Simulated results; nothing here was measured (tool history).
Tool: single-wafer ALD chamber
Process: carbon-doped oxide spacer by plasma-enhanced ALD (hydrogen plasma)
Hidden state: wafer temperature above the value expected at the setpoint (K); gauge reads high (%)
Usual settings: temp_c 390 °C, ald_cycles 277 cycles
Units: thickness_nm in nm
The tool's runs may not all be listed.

run,hour,temp_c,ald_cycles,wafers since the last listed run,hours since the last thermocouple change,hours since the gauge calibration,"read-back reference wafer on the same gauge, thickness_nm",thickness_nm
1,0,390,313,0,2322.6,486.9,11.797,15.175
2,46.7,390,313,37,2369.3,533.6,11.799,15.194
3,145.9,390,313,80,2468.5,632.8,11.792,15.193
4,224,390,277,63,2546.6,710.9,11.8,13.455
5,299.5,382,293,61,2622.1,786.4,11.805,14.194
6,344.7,390,277,36,2667.3,831.6,11.797,13.412
7,383.5,390,235,31,2706.1,870.4,11.797,11.412
# hour 413.5: thermocouple changed; heater temperature recalibrated
# hour 554.9: gauge calibrated
8,652.3,390,235,210,238.8,97.4,11.798,11.402
9,704,390,329,41,290.5,149.1,11.798,16.044
10,772.2,394,246,55,358.7,217.3,11.805,11.975
11,849.5,390,277,62,436,294.6,11.808,13.421
12,924.8,385,315,60,511.3,369.9,11.801,15.229
13,1014.8,390,320,72,601.3,459.9,11.802,15.53
14,1054.6,399,250,32,641.1,499.7,11.802,12.132
15,1157.4,390,320,83,743.9,602.5,11.797,15.56
16,1234,390,277,61,820.5,679.1,11.803,13.441

Forecast each of these 4 alternatives for the next run:
A,1234.8,390,256,0,821.3,679.9,?,?
B,1234.8,402,231,0,821.3,679.9,?,?
C,1234.8,402,235,0,821.3,679.9,?,?
D,1234.8,385,309,0,821.3,679.9,?,?

run,"read-back reference wafer on the same gauge, thickness_nm",thickness_nm
A,11.802,12.451
B,11.802,11.216
C,11.802,11.41
D,11.802,15.029
Without the tool's hidden state the same runs would have given:
run,thickness_nm
A,12.451
B,11.216
C,11.41
D,15.029
